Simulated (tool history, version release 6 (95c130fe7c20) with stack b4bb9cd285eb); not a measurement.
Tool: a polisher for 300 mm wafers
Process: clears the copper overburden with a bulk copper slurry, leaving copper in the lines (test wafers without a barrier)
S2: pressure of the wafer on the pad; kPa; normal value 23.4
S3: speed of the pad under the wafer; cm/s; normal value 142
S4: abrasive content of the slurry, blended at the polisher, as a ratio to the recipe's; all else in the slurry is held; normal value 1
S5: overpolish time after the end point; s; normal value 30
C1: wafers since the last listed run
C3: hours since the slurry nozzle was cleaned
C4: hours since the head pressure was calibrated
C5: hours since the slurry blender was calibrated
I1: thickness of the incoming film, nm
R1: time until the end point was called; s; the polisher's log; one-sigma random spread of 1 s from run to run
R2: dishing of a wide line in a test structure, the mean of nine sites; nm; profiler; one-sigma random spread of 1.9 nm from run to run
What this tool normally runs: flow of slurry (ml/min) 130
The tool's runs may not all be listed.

run 1 hour=0 | flow_of_slurry_(ml/min)=130 S2=23.4 S3=142 S4=1.1 S5=30 | C1=0 wafers_polished_on_this_pad=397 C3=336.9 C4=148.4 C5=350.7 | I1=784.9 | R1=60.4 R2=120.3
run 2 hour=59 | flow_of_slurry_(ml/min)=130 S2=23.4 S3=142 S4=1 S5=30 | C1=645 wafers_polished_on_this_pad=1043 C3=395.9 C4=207.4 C5=409.7 | I1=775 | R1=59.4 R2=118.4
-- hour=85.1 slurry nozzle cleaned
run 3 hour=105.7 | flow_of_slurry_(ml/min)=130 S2=23.4 S3=142 S4=1 S5=30 | C1=500 wafers_polished_on_this_pad=1543 C3=20.6 C4=254.1 C5=456.4 | I1=788.6 | R1=63 R2=124.2
-- hour=189.5 slurry blender recalibrated
run 4 hour=203.6 | flow_of_slurry_(ml/min)=130 S2=23.4 S3=142 S4=1 S5=30 | C1=1049 wafers_polished_on_this_pad=2592 C3=118.5 C4=352 C5=14.1 | I1=785.5 | R1=55.5 R2=126
run 5 hour=267.6 | flow_of_slurry_(ml/min)=130 S2=17.9 S3=142 S4=1 S5=30 | C1=700 wafers_polished_on_this_pad=3293 C3=182.5 C4=416 C5=78.1 | I1=792.9 | R1=73.7 R2=104.3
run 6 hour=340 | flow_of_slurry_(ml/min)=130 S2=17.9 S3=142 S4=1 S5=30 | C1=792 wafers_polished_on_this_pad=4085 C3=254.9 C4=488.4 C5=150.5 | I1=780.1 | R1=75.9 R2=105.3
-- hour=388.9 worn pad replaced by a new one
run 7 hour=422.3 | flow_of_slurry_(ml/min)=130 S2=23.4 S3=142 S4=1 S5=30 | C1=856 wafers_polished_on_this_pad=365 C3=337.2 C4=570.7 C5=232.8 | I1=778.6 | R1=59.1 R2=125
run 8 hour=503.6 | flow_of_slurry_(ml/min)=130 S2=23.4 S3=142 S4=1 S5=30 | C1=889 wafers_polished_on_this_pad=1255 C3=418.5 C4=652 C5=314.1 | I1=792.8 | R1=59.3 R2=122.2
run 9 hour=610.9 | flow_of_slurry_(ml/min)=130 S2=23.4 S3=142 S4=1 S5=30 | C1=1174 wafers_polished_on_this_pad=2429 C3=525.8 C4=759.3 C5=421.4 | I1=771.9 | R1=57.7 R2=121.5
-- hour=631.3 slurry nozzle cleaned
-- hour=648.4 slurry blender recalibrated
run 10 hour=677.1 | flow_of_slurry_(ml/min)=130 S2=23.4 S3=142 S4=1 S5=30 | C1=691 wafers_polished_on_this_pad=3121 C3=45.8 C4=825.5 C5=28.7 | I1=800 | R1=54.5 R2=128.7
run 11 hour=739.4 | flow_of_slurry_(ml/min)=130 S2=23.4 S3=142 S4=1 S5=30 | C1=681 wafers_polished_on_this_pad=3802 C3=108.1 C4=887.8 C5=91 | I1=798.9 | R1=55.7 R2=127.3
run 12 hour=804 | flow_of_slurry_(ml/min)=130 S2=23.4 S3=142 S4=1 S5=30 | C1=706 wafers_polished_on_this_pad=4509 C3=172.7 C4=952.4 C5=155.6 | I1=790.7 | R1=55.1 R2=123.7
-- hour=866.4 worn pad replaced by a new one
run 13 hour=911.5 | flow_of_slurry_(ml/min)=130 S2=23.4 S3=142 S4=1 S5=30 | C1=1132 wafers_polished_on_this_pad=493 C3=280.2 C4=1059.9 C5=263.1 | I1=787.5 | R1=56.9 R2=125.2
run 14 hour=979.4 | flow_of_slurry_(ml/min)=130 S2=23.4 S3=142 S4=1 S5=30 | C1=743 wafers_polished_on_this_pad=1236 C3=348.1 C4=1127.8 C5=331 | I1=773.9 | R1=57 R2=125.8
run 15 hour=1079.8 | flow_of_slurry_(ml/min)=130 S2=23.4 S3=142 S4=0.9 S5=30 | C1=1098 wafers_polished_on_this_pad=2334 C3=448.5 C4=1228.2 C5=431.4 | I1=795.3 | R1=60 R2=121.3
run 16 hour=1121.1 | flow_of_slurry_(ml/min)=105 S2=20.7 S3=192 S4=0.9 S5=30 | C1=451 wafers_polished_on_this_pad=2786 C3=489.8 C4=1269.5 C5=472.7 | I1=784.1 | R1=50.6 R2=126.9
run 17 hour=1158.8 | flow_of_slurry_(ml/min)=130 S2=26.9 S3=174 S4=1.3 S5=30 | C1=412 wafers_polished_on_this_pad=3199 C3=527.5 C4=1307.2 C5=510.4 | I1=789.9 | R1=38.3 R2=138.2
-- hour=1166 head pressure recalibrated
-- hour=1197 slurry nozzle cleaned
-- hour=1202.3 slurry blender recalibrated
run 18 hour=1241 | flow_of_slurry_(ml/min)=130 S2=23.4 S3=142 S4=1 S5=30 | C1=844 wafers_polished_on_this_pad=4043 C3=44 C4=75 C5=38.7 | I1=791.1 | R1=58.8 R2=122.8
run 19 hour=1290.9 | flow_of_slurry_(ml/min)=130 S2=23.4 S3=142 S4=1 S5=30 | C1=546 wafers_polished_on_this_pad=4590 C3=93.9 C4=124.9 C5=88.6 | I1=789.6 | R1=58 R2=122.4
run 20 hour=1329.8 | flow_of_slurry_(ml/min)=130 S2=23.4 S3=142 S4=1 S5=30 | C1=425 wafers_polished_on_this_pad=5015 C3=132.8 C4=163.8 C5=127.5 | I1=776.3 | R1=59.4 R2=120.1
-- hour=1390.1 worn pad replaced by a new one
run 21 hour=1391 | flow_of_slurry_(ml/min)=110 S2=23.4 S3=142 S4=1 S5=30 | C1=625 wafers_polished_on_this_pad=9 C3=194 C4=225 C5=188.7 | I1=789.9 | R1=61 R2=121.1
run 22 hour=1443.6 | flow_of_slurry_(ml/min)=130 S2=16.5 S3=142 S4=1 S5=38 | C1=575 wafers_polished_on_this_pad=585 C3=246.6 C4=277.6 C5=241.3 | I1=802 | R1=85.6 R2=107
run 23 hour=1536.7 | flow_of_slurry_(ml/min)=130 S2=23.4 S3=142 S4=1 S5=30 | C1=1018 wafers_polished_on_this_pad=1604 C3=339.7 C4=370.7 C5=334.4 | I1=799 | R1=62.2 R2=122.3
run 24 hour=1604.3 | flow_of_slurry_(ml/min)=105 S2=18.6 S3=182 S4=0.8 S5=30 | C1=739 wafers_polished_on_this_pad=2343 C3=407.3 C4=438.3 C5=402 | I1=791.8 | R1=64 R2=112.8
-- hour=1644.8 slurry blender recalibrated
run 25 hour=1658.1 | flow_of_slurry_(ml/min)=165 S2=29.6 S3=142 S4=0.9 S5=30 | C1=566 wafers_polished_on_this_pad=2910 C3=461.1 C4=492.1 C5=13.3 | I1=799.3 | R1=42 R2=142.9
-- hour=1691.2 slurry nozzle cleaned
run 26 hour=1741.5 | flow_of_slurry_(ml/min)=130 S2=23.4 S3=180 S4=1.2 S5=30 | C1=901 wafers_polished_on_this_pad=3812 C3=50.3 C4=575.5 C5=96.7 | I1=799.6 | R1=43.1 R2=132.2
run 27 hour=1787.4 | flow_of_slurry_(ml/min)=115 S2=23.4 S3=190 S4=1.2 S5=30 | C1=502 wafers_polished_on_this_pad=4314 C3=96.2 C4=621.4 C5=142.6 | I1=797.1 | R1=41.4 R2=130.9
run 28 hour=1865 | flow_of_slurry_(ml/min)=105 S2=23.4 S3=114 S4=0.75 S5=23 | C1=849 wafers_polished_on_this_pad=5163 C3=173.8 C4=699 C5=220.2 | I1=795 | R1=79.4 R2=99.2
run 29 hour=1903 | flow_of_slurry_(ml/min)=130 S2=26.2 S3=168 S4=1 S5=30 | C1=415 wafers_polished_on_this_pad=5579 C3=211.8 C4=737 C5=258.2 | I1=789.1 | R1=41.4 R2=136

Entry by entry between the runs, the difference in hidden state between the last listed run before and the first listed run after:
Between runs 2 and 3: slurry nozzle cleaned (hour 85.1)
  deviation of the head's pressure from its setpoint, %: 3.56 -> 4.33; abrasive missing from the slurry, %: 34.8 -> 35.6
  measured value less the no-hidden-state value, R1: +3 -> +2.9 s; R2: -0.1 -> +0.4 nm
Between runs 3 and 4: slurry blender recalibrated (hour 189.5)
  deviation of the head's pressure from its setpoint, %: 4.33 -> 5.72; abrasive missing from the slurry, %: 35.6 -> 3.12
  measured value less the no-hidden-state value, R1: +2.9 -> -2.7 s; R2: +0.4 -> +3.5 nm
Between runs 6 and 7: worn pad replaced by a new one (hour 388.9)
  deviation of the head's pressure from its setpoint, %: 7.22 -> 7.94; abrasive missing from the slurry, %: 22.2 -> 28
  measured value less the no-hidden-state value, R1: -1.4 -> -0.5 s; R2: +2.9 -> +3.2 nm
Between runs 9 and 10: slurry nozzle cleaned (hour 631.3); slurry blender recalibrated (hour 648.4)
  deviation of the head's pressure from its setpoint, %: 9.18 -> 9.51; abrasive missing from the slurry, %: 34.1 -> 6.22
  measured value less the no-hidden-state value, R1: -0.2 -> -4.4 s; R2: +3.4 -> +5.7 nm
Between runs 12 and 13: worn pad replaced by a new one (hour 866.4)
  deviation of the head's pressure from its setpoint, %: 10 -> 10.4; abrasive missing from the slurry, %: 22.9 -> 29.7
  measured value less the no-hidden-state value, R1: -2.3 -> -1.5 s; R2: +4.8 -> +4.6 nm
Between runs 17 and 18: head pressure recalibrated (hour 1166); slurry nozzle cleaned (hour 1197); slurry blender recalibrated (hour 1202.3)
  deviation of the head's pressure from its setpoint, %: 10.9 -> 2.37; abrasive missing from the slurry, %: 35.5 -> 12.5
  measured value less the no-hidden-state value, R1: -0.4 -> +0.3 s; R2: +5 -> +0.8 nm
Between runs 20 and 21: worn pad replaced by a new one (hour 1390.1)
  deviation of the head's pressure from its setpoint, %: 4.23 -> 5.32; abrasive missing from the slurry, %: 24.6 -> 29.9
  measured value less the no-hidden-state value, R1: +1 -> +1.3 s; R2: +1.2 -> +1.4 nm
Between runs 24 and 25: slurry blender recalibrated (hour 1644.8)
  deviation of the head's pressure from its setpoint, %: 8.18 -> 8.71; abrasive missing from the slurry, %: 38.4 -> 5.01
  measured value less the no-hidden-state value, R1: +1.1 -> -3.2 s; R2: +2.8 -> +5.2 nm
Between runs 25 and 26: slurry nozzle cleaned (hour 1691.2)
  deviation of the head's pressure from its setpoint, %: 8.71 -> 9.43; abrasive missing from the slurry, %: 5.01 -> 18.5
  measured value less the no-hidden-state value, R1: -3.2 -> -2.1 s; R2: +5.2 -> +4.9 nm
